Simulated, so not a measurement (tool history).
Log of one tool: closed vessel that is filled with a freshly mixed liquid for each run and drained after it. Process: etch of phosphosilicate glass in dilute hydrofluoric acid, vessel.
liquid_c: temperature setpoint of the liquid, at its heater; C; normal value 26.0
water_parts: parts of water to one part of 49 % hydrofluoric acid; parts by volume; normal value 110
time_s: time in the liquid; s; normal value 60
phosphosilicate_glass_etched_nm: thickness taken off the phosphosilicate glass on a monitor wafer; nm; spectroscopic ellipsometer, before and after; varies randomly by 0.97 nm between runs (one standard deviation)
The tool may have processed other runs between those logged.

run   hour  liquid_c  water_parts  time_s  read-back film thickness of the phosphosilicate glass reference wafer, read on the same gauge (nm)  phosphosilicate_glass_etched_nm
  1    0.0      26.0          110      60                                                                                              109.96                           130.89
  2   46.7      26.0          110      60                                                                                              109.99                           128.62
  3   77.2      24.0          110      60                                                                                              109.99                           118.44
  4  117.3      24.0          110      60                                                                                              109.99                           117.32
  5  175.4      26.0          110      60                                                                                              109.98                           128.04
  6  221.2      26.0          110      60                                                                                              110.02                           127.96
  7  260.4      26.0          110      60                                                                                              110.00                           127.43
  8  302.9      26.0          110      75                                                                                              110.02                           161.98
  9  368.0      26.0          110      75                                                                                              110.02                           161.16
 10  416.9      26.0          110      60                                                                                              110.01                           128.18
     485.3  -- hydrofluoric acid flow meter replaced
     512.0  -- thermometer replaced
 11  544.3      26.0          140      30                                                                                              110.00                            49.91
     559.3  -- gauge calibrated
 12  597.6      26.0          145      50                                                                                              109.99                            79.77
 13  626.8      28.5           95      70                                                                                              110.02                           201.21

Run 14 is up next; what results do you expect?
 14  660.6      26.0          110      60                                                                                                   ?                                ?

Run 14 yielded read-back film thickness of the phosphosilicate glass reference wafer, read on the same gauge (nm) 109.98, phosphosilicate_glass_etched_nm 132.84 nm.
Minus the tool's unlogged condition, the same run would have read phosphosilicate_glass_etched_nm 133.21 nm.
